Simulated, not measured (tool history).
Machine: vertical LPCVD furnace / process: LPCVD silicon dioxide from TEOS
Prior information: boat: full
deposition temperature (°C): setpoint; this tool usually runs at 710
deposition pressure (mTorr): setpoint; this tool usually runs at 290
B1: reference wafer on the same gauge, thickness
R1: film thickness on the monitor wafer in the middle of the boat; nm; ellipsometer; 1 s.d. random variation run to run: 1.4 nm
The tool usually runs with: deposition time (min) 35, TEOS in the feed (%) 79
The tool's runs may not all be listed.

{"run": 1, "day": 0.0, "deposition temperature (°C)": 707, "deposition pressure (mTorr)": 275, "deposition time (min)": 35, "TEOS in the feed (%)": 79, "B1": 338.33, "R1": 308.89}
{"run": 2, "day": 1.242, "deposition temperature (°C)": 715, "deposition pressure (mTorr)": 290, "deposition time (min)": 35, "TEOS in the feed (%)": 79, "B1": 337.93, "R1": 378.39}
{"run": 3, "day": 2.688, "deposition temperature (°C)": 715, "deposition pressure (mTorr)": 290, "deposition time (min)": 35, "TEOS in the feed (%)": 79, "B1": 337.85, "R1": 379.4}
{"run": 4, "day": 3.721, "deposition temperature (°C)": 715, "deposition pressure (mTorr)": 290, "deposition time (min)": 35, "TEOS in the feed (%)": 79, "B1": 337.97, "R1": 377.86}
{"day": 4.983, "done": "pressure gauge zeroed"}
{"run": 5, "day": 7.696, "deposition temperature (°C)": 710, "deposition pressure (mTorr)": 290, "deposition time (min)": 35, "TEOS in the feed (%)": 79, "B1": 337.89, "R1": 336.82}
{"run": 6, "day": 8.742, "deposition temperature (°C)": 710, "deposition pressure (mTorr)": 290, "deposition time (min)": 35, "TEOS in the feed (%)": 79, "B1": 337.54, "R1": 336.87}
{"run": 7, "day": 9.625, "deposition temperature (°C)": 710, "deposition pressure (mTorr)": 290, "deposition time (min)": 35, "TEOS in the feed (%)": 79, "B1": 337.71, "R1": 339.27}
{"day": 9.996, "done": "gauge calibrated"}
{"run": 8, "day": 13.046, "deposition temperature (°C)": 710, "deposition pressure (mTorr)": 290, "deposition time (min)": 35, "TEOS in the feed (%)": 79, "B1": 337.41, "R1": 339.34}
{"run": 9, "day": 14.071, "deposition temperature (°C)": 710, "deposition pressure (mTorr)": 290, "deposition time (min)": 35, "TEOS in the feed (%)": 79, "B1": 338.11, "R1": 336.62}
{"day": 15.112, "done": "thermocouples replaced and temperature profile calibrated"}
{"run": 10, "day": 15.388, "deposition temperature (°C)": 702, "deposition pressure (mTorr)": 355, "deposition time (min)": 23.5, "TEOS in the feed (%)": 67, "B1": 338.42, "R1": 182.08}
{"run": 11, "day": 16.208, "deposition temperature (°C)": 710, "deposition pressure (mTorr)": 320, "deposition time (min)": 35, "TEOS in the feed (%)": 79, "B1": 337.48, "R1": 337.75}
{"run": 12, "day": 17.55, "deposition temperature (°C)": 700, "deposition pressure (mTorr)": 255, "deposition time (min)": 38.5, "TEOS in the feed (%)": 64, "B1": 338.23, "R1": 240.46}
{"day": 18.854, "done": "TEOS flow controller replaced"}
{"run": 13, "day": 18.875, "deposition temperature (°C)": 710, "deposition pressure (mTorr)": 290, "deposition time (min)": 35, "TEOS in the feed (%)": 79, "B1": 338.05, "R1": 322.93}
{"run": 14, "day": 19.354, "deposition temperature (°C)": 699, "deposition pressure (mTorr)": 225, "deposition time (min)": 35, "TEOS in the feed (%)": 79, "B1": 337.37, "R1": 221.99}
{"run": 15, "day": 20.367, "deposition temperature (°C)": 716, "deposition pressure (mTorr)": 290, "deposition time (min)": 35, "TEOS in the feed (%)": 71, "B1": 338.05, "R1": 353.81}
{"run": 16, "day": 20.908, "deposition temperature (°C)": 710, "deposition pressure (mTorr)": 290, "deposition time (min)": 35, "TEOS in the feed (%)": 79, "B1": 338.02, "R1": 322.1}
{"run": 17, "day": 21.629, "deposition temperature (°C)": 713, "deposition pressure (mTorr)": 340, "deposition time (min)": 35, "TEOS in the feed (%)": 84, "B1": 337.55, "R1": 390.09}
{"run": 18, "day": 23.029, "deposition temperature (°C)": 710, "deposition pressure (mTorr)": 290, "deposition time (min)": 35, "TEOS in the feed (%)": 85, "B1": 338.34, "R1": 338.15}
{"run": 19, "day": 23.542, "deposition temperature (°C)": 699, "deposition pressure (mTorr)": 225, "deposition time (min)": 35, "TEOS in the feed (%)": 79, "B1": 337.86, "R1": 222.73}
{"run": 20, "day": 24.238, "deposition temperature (°C)": 721, "deposition pressure (mTorr)": 290, "deposition time (min)": 35, "TEOS in the feed (%)": 93, "B1": 337.79, "R1": 457.37}
{"run": 21, "day": 24.862, "deposition temperature (°C)": 710, "deposition pressure (mTorr)": 290, "deposition time (min)": 35, "TEOS in the feed (%)": 79, "B1": 338.12, "R1": 325.06}
{"run": 22, "day": 26.254, "deposition temperature (°C)": 710, "deposition pressure (mTorr)": 290, "deposition time (min)": 35, "TEOS in the feed (%)": 79, "B1": 337.9, "R1": 326.2}
{"run": 23, "day": 27.408, "deposition temperature (°C)": 710, "deposition pressure (mTorr)": 290, "deposition time (min)": 35, "TEOS in the feed (%)": 79, "B1": 337.65, "R1": 330.2}
{"run": 24, "day": 28.217, "deposition temperature (°C)": 710, "deposition pressure (mTorr)": 325, "deposition time (min)": 24, "TEOS in the feed (%)": 79, "B1": 338.04, "R1": 236.47}
{"run": 25, "day": 29.146, "deposition temperature (°C)": 703, "deposition pressure (mTorr)": 240, "deposition time (min)": 22.5, "TEOS in the feed (%)": 90, "B1": 338.06, "R1": 175.57}
{"run": 26, "day": 32.183, "deposition temperature (°C)": 710, "deposition pressure (mTorr)": 310, "deposition time (min)": 41, "TEOS in the feed (%)": 71, "B1": 337.94, "R1": 377.56}
{"run": 27, "day": 32.867, "deposition temperature (°C)": 719, "deposition pressure (mTorr)": 265, "deposition time (min)": 35, "TEOS in the feed (%)": 79, "B1": 337.9, "R1": 385.1}
{"run": 28, "day": 34.079, "deposition temperature (°C)": 698, "deposition pressure (mTorr)": 335, "deposition time (min)": 35, "TEOS in the feed (%)": 79, "B1": 338.18, "R1": 268.6}
{"run": 29, "day": 35.504, "deposition temperature (°C)": 710, "deposition pressure (mTorr)": 290, "deposition time (min)": 39.5, "TEOS in the feed (%)": 89, "B1": 338.01, "R1": 393.43}
{"run": 30, "day": 36.896, "deposition temperature (°C)": 710, "deposition pressure (mTorr)": 290, "deposition time (min)": 35, "TEOS in the feed (%)": 64, "B1": 337.85, "R1": 297.39}
{"run": 31, "day": 37.588, "deposition temperature (°C)": 705, "deposition pressure (mTorr)": 235, "deposition time (min)": 35, "TEOS in the feed (%)": 63, "B1": 337.85, "R1": 238.06}
{"run": 32, "day": 38.754, "deposition temperature (°C)": 700, "deposition pressure (mTorr)": 315, "deposition time (min)": 45, "TEOS in the feed (%)": 79, "B1": 337.97, "R1": 348.73}

3 options for the next run, each taken on its own from the tool as it stands now. Forecast them:
{"run": "A", "day": 38.967, "deposition temperature (°C)": 710, "deposition pressure (mTorr)": 290, "deposition time (min)": 35, "TEOS in the feed (%)": 79, "B1": "?", "R1": "?"}
{"run": "B", "day": 38.967, "deposition temperature (°C)": 710, "deposition pressure (mTorr)": 340, "deposition time (min)": 35, "TEOS in the feed (%)": 66, "B1": "?", "R1": "?"}
{"run": "C", "day": 38.967, "deposition temperature (°C)": 710, "deposition pressure (mTorr)": 335, "deposition time (min)": 39, "TEOS in the feed (%)": 94, "B1": "?", "R1": "?"}

run=A B1=338.22 R1=332.87
run=B B1=338.22 R1=329.44
run=C B1=338.22 R1=434.86
Without the tool's unlogged condition, the same runs would have read:
run=A R1=322.24
run=B R1=318.91
run=C R1=420.97
